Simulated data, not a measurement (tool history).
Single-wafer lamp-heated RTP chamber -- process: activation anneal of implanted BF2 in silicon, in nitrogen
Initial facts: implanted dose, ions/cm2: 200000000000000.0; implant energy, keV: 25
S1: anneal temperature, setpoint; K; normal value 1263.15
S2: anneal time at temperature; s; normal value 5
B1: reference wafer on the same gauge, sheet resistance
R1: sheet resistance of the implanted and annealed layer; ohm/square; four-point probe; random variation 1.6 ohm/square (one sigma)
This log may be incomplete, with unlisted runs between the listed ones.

run    hour       S1  S2      B1      R1
  1     0.0  1263.15   5  617.71  579.64
  2    49.5  1263.15   5  618.40  577.81
  3    81.3  1263.15   5  616.85  577.24
  4   144.0  1263.15   5  617.76  579.97
  5   197.3  1281.15   7  617.94  574.55
  6   246.6  1245.15   5  617.72  591.84
  7   318.2  1251.15   5  617.81  584.24
  8   389.9  1251.15   5  618.15  585.09
  9   417.4  1263.15   5  618.36  580.91
 10   484.0  1263.15   4  618.12  581.38
 11   534.7  1277.15   5  617.87  576.43
 12   626.1  1277.15   5  618.42  572.87
 13   685.3  1277.15   5  618.32  575.27
 14   728.1  1263.15   5  618.00  578.55
 15   754.7  1263.15   5  617.58  578.85
 16   779.9  1263.15   3  617.99  576.92
 17   807.3  1263.15   7  617.90  580.04
 18   854.8  1263.15   5  618.18  577.47
 19   915.9  1233.15   7  618.49  606.62
 20   950.9  1277.15   8  618.02  576.39
 21   984.8  1276.15   4  618.08  580.00
 22  1012.2  1286.15   3  618.69  575.84
 23  1051.0  1263.15   5  617.22  581.08
 24  1075.0  1236.15   3  617.50  609.14
 25  1102.4  1235.15   5  617.38  603.93
 26  1150.9  1243.15   4  618.31  592.91
 27  1201.8  1286.15   5  617.75  576.52
 28  1359.1  1284.15   5  618.07  575.61
 29  1398.7  1239.15   6  617.82  598.35
 30  1455.4  1248.15   3  617.58  591.53
 31  1501.9  1263.15   5  617.85  577.43
 32  1565.0  1273.15   7  618.93  575.50
 33  1620.1  1246.15   5  617.76  592.05
 34  1676.8  1263.15   5  618.17  576.58
 35  1742.5  1278.15   8  618.16  572.89
 36  1771.7  1237.15   5  618.24  601.06

Not shown here: 8 entries made in the log between runs. Locate each between two listed runs and compare the hidden state at the listed run before it with the hidden state at the listed run after it:
Logged between run 1 and run 2: pyrometer window cleaned and pyrometer calibrated (hour 49.0)
  both runs share identical hidden conditions
Logged between run 7 and run 8: gauge calibrated (hour 348.5)
  both runs share identical hidden conditions
Logged between run 8 and run 9: reflector plate cleaned (hour 402.9)
  both runs share identical hidden conditions
Logged between run 9 and run 10: pyrometer window cleaned and pyrometer calibrated (hour 482.5)
  both runs share identical hidden conditions
Logged between run 18 and run 19: pyrometer window cleaned and pyrometer calibrated (hour 891.6)
  both runs share identical hidden conditions
Logged between run 25 and run 26: reflector plate cleaned (hour 1150.4)
  both runs share identical hidden conditions
Logged between run 27 and run 28: pyrometer window cleaned and pyrometer calibrated (hour 1307.9)
  both runs share identical hidden conditions
Logged between run 34 and run 35: pyrometer window cleaned and pyrometer calibrated (hour 1733.8)
  both runs share identical hidden conditions
